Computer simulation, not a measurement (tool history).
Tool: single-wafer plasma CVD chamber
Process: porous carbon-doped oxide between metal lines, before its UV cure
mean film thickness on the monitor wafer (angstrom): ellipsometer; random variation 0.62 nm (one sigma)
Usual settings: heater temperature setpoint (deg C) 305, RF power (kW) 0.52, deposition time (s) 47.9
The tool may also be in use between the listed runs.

| run | hour | heater temperature setpoint (deg C) | RF power (kW) | deposition time (s) | read-back reference wafer on the same gauge, thickness_nm | mean film thickness on the monitor wafer (angstrom) |
|---|---|---|---|---|---|---|
| 1 | 0 | 314 | 0.555 | 47.9 | 266.124 | 2443.91 |
| 2 | 42.4 | 314 | 0.555 | 47.9 | 265.914 | 2450.05 |
| 3 | 74.8 | 305 | 0.52 | 51.7 | 266.262 | 2609.66 |
| 4 | 100.1 | 315 | 0.58 | 47.9 | 266.197 | 2516.27 |
| 5 | 120.2 | 315 | 0.58 | 47.9 | 265.957 | 2516.37 |
| 6 | 153 | 305 | 0.52 | 47.9 | 266.073 | 2404.06 |
| 7 | 177 | 305 | 0.52 | 47.9 | 266.019 | 2402.74 |
| 8 | 211.3 | 305 | 0.52 | 47.9 | 266.282 | 2410.47 |
| 9 | 242.5 | 305 | 0.52 | 47.9 | 266.05 | 2413 |
| 10 | 276.4 | 305 | 0.52 | 47.9 | 265.912 | 2408.92 |
|  | 283.3 | gauge calibrated |
| 11 | 294.2 | 305 | 0.52 | 47.9 | 266.009 | 2405.99 |
| 12 | 311.2 | 305 | 0.52 | 47.9 | 265.961 | 2415.53 |
|  | 330.2 | RF generator calibrated |
| 13 | 332 | 305 | 0.52 | 52.2 | 265.725 | 2622.92 |
| 14 | 360 | 305 | 0.565 | 43.8 | 265.887 | 2358.76 |
|  | 372.3 | showerhead replaced |
| 15 | 372.8 | 292 | 0.52 | 47.9 | 266.279 | 2569.51 |
| 16 | 406.1 | 305 | 0.52 | 47.9 | 265.925 | 2409.9 |
|  | 438.3 | thermocouple changed; heater temperature recalibrated |
| 17 | 438.8 | 305 | 0.58 | 47.9 | 265.998 | 2699.86 |
| 18 | 460.8 | 305 | 0.52 | 47.9 | 265.93 | 2473.84 |
| 19 | 475.9 | 314 | 0.56 | 47.9 | 266 | 2502.08 |
| 20 | 493.6 | 311 | 0.44 | 57 | 265.984 | 2437.6 |
| 21 | 514.8 | 315 | 0.52 | 52.4 | 265.771 | 2568.81 |
| 22 | 543 | 312 | 0.45 | 56.8 | 266.057 | 2466.18 |
| 23 | 589.3 | 298 | 0.565 | 45.3 | 265.948 | 2593.56 |
| 24 | 618.4 | 298 | 0.49 | 42.3 | 265.806 | 2143.67 |

Some steps in mean film thickness on the monitor wafer (angstrom) between neighbouring runs. How much of each would the tool show without its hidden state too (settings, what came in, random variation), and how much is left for the hidden state, with any gauge scatter that isn't in both results?
The hidden state here: wafer temperature above the value expected at the setpoint (K); delivered RF power above the setpoint (%); gauge reads high (%).
Run 14 -> 15: heater temperature setpoint (deg C) 305 -> 292, RF power (kW) 0.565 -> 0.52, deposition time (s) 43.8 -> 47.9, showerhead replaced. mean film thickness on the monitor wafer (angstrom) +210.75: hidden state -13.12, all else +223.87.
Run 16 -> 17: RF power (kW) 0.52 -> 0.58, thermocouple changed; heater temperature recalibrated. mean film thickness on the monitor wafer (angstrom) +289.96: hidden state +62.85, all else +227.11.
Run 23 -> 24: RF power (kW) 0.565 -> 0.49, deposition time (s) 45.3 -> 42.3. mean film thickness on the monitor wafer (angstrom) -449.89: hidden state +3.6, all else -453.49.

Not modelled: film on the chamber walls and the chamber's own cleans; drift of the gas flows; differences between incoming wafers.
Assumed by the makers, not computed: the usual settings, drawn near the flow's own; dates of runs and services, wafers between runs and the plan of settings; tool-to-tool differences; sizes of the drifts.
